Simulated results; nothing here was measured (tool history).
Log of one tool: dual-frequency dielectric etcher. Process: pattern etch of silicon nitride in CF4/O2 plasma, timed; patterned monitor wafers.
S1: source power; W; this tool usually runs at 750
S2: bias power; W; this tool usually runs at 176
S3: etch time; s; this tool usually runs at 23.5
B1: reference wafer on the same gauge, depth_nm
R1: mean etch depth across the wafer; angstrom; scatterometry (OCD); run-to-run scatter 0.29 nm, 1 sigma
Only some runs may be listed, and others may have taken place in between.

{"run": 1, "hour": 0.0, "S1": 800, "S2": 176, "S3": 28.0, "B1": 77.7, "R1": 939}
{"run": 2, "hour": 43.5, "S1": 800, "S2": 176, "S3": 28.0, "B1": 77.8, "R1": 942}
{"run": 3, "hour": 107.4, "S1": 800, "S2": 176, "S3": 28.0, "B1": 77.8, "R1": 939}
{"run": 4, "hour": 155.9, "S1": 750, "S2": 176, "S3": 22.0, "B1": 77.9, "R1": 694}
{"run": 5, "hour": 219.8, "S1": 750, "S2": 176, "S3": 22.0, "B1": 77.8, "R1": 686}
{"hour": 244.5, "done": "wet clean of the chamber"}
{"run": 6, "hour": 257.8, "S1": 700, "S2": 176, "S3": 23.5, "B1": 77.8, "R1": 682}
{"run": 7, "hour": 313.5, "S1": 700, "S2": 176, "S3": 23.5, "B1": 77.8, "R1": 681}
{"run": 8, "hour": 356.7, "S1": 750, "S2": 176, "S3": 23.5, "B1": 77.7, "R1": 741}
{"run": 9, "hour": 428.0, "S1": 750, "S2": 176, "S3": 23.5, "B1": 77.9, "R1": 739}
{"hour": 469.2, "done": "gauge calibrated"}
{"run": 10, "hour": 471.2, "S1": 900, "S2": 176, "S3": 18.0, "B1": 77.6, "R1": 679}
{"run": 11, "hour": 532.2, "S1": 900, "S2": 176, "S3": 18.0, "B1": 77.7, "R1": 684}
{"hour": 546.1, "done": "source power generator calibrated"}
{"run": 12, "hour": 560.9, "S1": 750, "S2": 176, "S3": 23.5, "B1": 77.8, "R1": 738}
{"run": 13, "hour": 603.9, "S1": 850, "S2": 148, "S3": 17.0, "B1": 77.7, "R1": 569}
{"run": 14, "hour": 640.9, "S1": 750, "S2": 176, "S3": 23.5, "B1": 77.8, "R1": 740}
{"hour": 667.4, "done": "wet clean of the chamber"}
{"hour": 686.6, "done": "bias power generator calibrated"}
{"run": 15, "hour": 710.5, "S1": 870, "S2": 176, "S3": 23.5, "B1": 77.7, "R1": 865}
{"run": 16, "hour": 763.2, "S1": 620, "S2": 176, "S3": 23.5, "B1": 77.7, "R1": 595}
{"run": 17, "hour": 811.5, "S1": 750, "S2": 176, "S3": 19.5, "B1": 77.8, "R1": 607}
{"hour": 852.3, "done": "upper electrode replaced"}
{"run": 18, "hour": 867.7, "S1": 750, "S2": 215, "S3": 23.5, "B1": 77.8, "R1": 796}
{"run": 19, "hour": 930.4, "S1": 690, "S2": 207, "S3": 21.5, "B1": 77.8, "R1": 655}
{"run": 20, "hour": 991.6, "S1": 850, "S2": 176, "S3": 23.5, "B1": 78.0, "R1": 835}
{"run": 21, "hour": 1043.8, "S1": 880, "S2": 176, "S3": 23.5, "B1": 77.8, "R1": 871}
{"run": 22, "hour": 1076.1, "S1": 750, "S2": 176, "S3": 23.5, "B1": 77.7, "R1": 740}
{"hour": 1126.9, "done": "wet clean of the chamber"}
{"run": 23, "hour": 1127.4, "S1": 590, "S2": 176, "S3": 23.5, "B1": 77.8, "R1": 566}

Exercise: give the hidden state of the tool at every run:
etch rate over this chamber's usual, %: 0 across all the runs
source power that arrives over what is set, %: 0 across all the runs
bias power that arrives over what is set, %: 0 across all the runs
gauge reads high (%): 0 across all the runs
